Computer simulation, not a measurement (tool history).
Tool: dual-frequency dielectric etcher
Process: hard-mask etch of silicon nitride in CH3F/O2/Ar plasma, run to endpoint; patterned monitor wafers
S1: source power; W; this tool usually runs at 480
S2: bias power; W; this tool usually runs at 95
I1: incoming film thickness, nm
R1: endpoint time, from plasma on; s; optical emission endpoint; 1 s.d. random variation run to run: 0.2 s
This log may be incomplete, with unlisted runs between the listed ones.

{"run": 1, "day": 0.0, "S1": 510, "S2": 95, "I1": 44.67, "R1": 51.9}
{"day": 1.054, "done": "wet clean of the chamber"}
{"run": 2, "day": 4.271, "S1": 510, "S2": 95, "I1": 44.67, "R1": 52}
{"run": 3, "day": 15.204, "S1": 510, "S2": 95, "I1": 44.81, "R1": 51.8}
{"run": 4, "day": 19.429, "S1": 480, "S2": 95, "I1": 44.53, "R1": 53.3}
{"run": 5, "day": 22.258, "S1": 480, "S2": 90, "I1": 44.72, "R1": 55.2}
{"day": 24.254, "done": "wet clean of the chamber"}
{"run": 6, "day": 26.558, "S1": 480, "S2": 90, "I1": 44.27, "R1": 54.6}
{"run": 7, "day": 28.708, "S1": 480, "S2": 77, "I1": 44.32, "R1": 57.9}
{"run": 8, "day": 32.979, "S1": 480, "S2": 77, "I1": 44.65, "R1": 59.1}
{"day": 36.504, "done": "upper electrode replaced"}
{"run": 9, "day": 37.238, "S1": 480, "S2": 95, "I1": 44.82, "R1": 53.4}
{"run": 10, "day": 40.096, "S1": 480, "S2": 95, "I1": 44.82, "R1": 53.4}
{"run": 11, "day": 44.267, "S1": 480, "S2": 95, "I1": 44.71, "R1": 53.4}
{"day": 46.667, "done": "wet clean of the chamber"}
{"run": 12, "day": 48.683, "S1": 480, "S2": 95, "I1": 44.08, "R1": 52.5}
{"run": 13, "day": 53.017, "S1": 480, "S2": 95, "I1": 44.44, "R1": 52.8}
{"run": 14, "day": 55.679, "S1": 480, "S2": 95, "I1": 44.72, "R1": 53.1}
{"run": 15, "day": 57.217, "S1": 480, "S2": 95, "I1": 45.33, "R1": 53.9}
{"run": 16, "day": 59.129, "S1": 480, "S2": 95, "I1": 44.87, "R1": 53.4}
{"run": 17, "day": 62.588, "S1": 480, "S2": 95, "I1": 44.5, "R1": 52.8}
{"run": 18, "day": 64.267, "S1": 400, "S2": 115, "I1": 44.44, "R1": 53.1}
{"run": 19, "day": 68.396, "S1": 480, "S2": 113, "I1": 44.63, "R1": 48.8}
{"day": 72.958, "done": "wet clean of the chamber"}
{"run": 20, "day": 72.979, "S1": 410, "S2": 115, "I1": 44.31, "R1": 52.5}
{"day": 75.204, "done": "bias power generator calibrated"}
{"run": 21, "day": 76.242, "S1": 590, "S2": 109, "I1": 44.63, "R1": 44.7}
{"run": 22, "day": 78.25, "S1": 480, "S2": 95, "I1": 44.42, "R1": 52.5}
{"run": 23, "day": 81.05, "S1": 590, "S2": 113, "I1": 44.21, "R1": 43.5}
{"run": 24, "day": 82.779, "S1": 390, "S2": 87, "I1": 44.34, "R1": 60.7}
{"run": 25, "day": 84.346, "S1": 480, "S2": 95, "I1": 44.71, "R1": 52.9}
{"run": 26, "day": 88.0, "S1": 370, "S2": 83, "I1": 44.49, "R1": 64}
{"run": 27, "day": 91.154, "S1": 480, "S2": 107, "I1": 44.64, "R1": 50}
{"day": 95.546, "done": "source power generator calibrated"}
{"run": 28, "day": 95.567, "S1": 440, "S2": 107, "I1": 44.57, "R1": 53.4}
{"run": 29, "day": 98.958, "S1": 520, "S2": 87, "I1": 44.63, "R1": 53.9}
{"day": 100.146, "done": "wet clean of the chamber"}
{"run": 30, "day": 103.225, "S1": 480, "S2": 110, "I1": 44.3, "R1": 50}
{"run": 31, "day": 107.379, "S1": 480, "S2": 95, "I1": 44.7, "R1": 54.2}
{"run": 32, "day": 114.258, "S1": 530, "S2": 83, "I1": 44.59, "R1": 54.2}
{"run": 33, "day": 116.3, "S1": 570, "S2": 73, "I1": 44.75, "R1": 55.4}
{"run": 34, "day": 120.388, "S1": 550, "S2": 107, "I1": 44.18, "R1": 47.3}
{"run": 35, "day": 122.496, "S1": 380, "S2": 88, "I1": 44.86, "R1": 63.8}

Run by run, hidden condition taken away, random variation retained:
The hidden state here: etch rate over this chamber's usual, %; source power that arrives over what is set, %; bias power that arrives over what is set, %.
run=1 R1=52
run=2 R1=52.2
run=3 R1=52
run=4 R1=53.6
run=5 R1=55.5
run=6 R1=55
run=7 R1=58.3
run=8 R1=59.5
run=9 R1=53.9
run=10 R1=53.9
run=11 R1=53.9
run=12 R1=53
run=13 R1=53.4
run=14 R1=53.8
run=15 R1=54.6
run=16 R1=54.1
run=17 R1=53.6
run=18 R1=53.9
run=19 R1=49.6
run=20 R1=53.3
run=21 R1=45.5
run=22 R1=53.5
run=23 R1=44.3
run=24 R1=61.8
run=25 R1=54
run=26 R1=65.4
run=27 R1=51.1
run=28 R1=53.2
run=29 R1=53.6
run=30 R1=49.8
run=31 R1=54
run=32 R1=53.9
run=33 R1=55.2
run=34 R1=47.1
run=35 R1=63.6
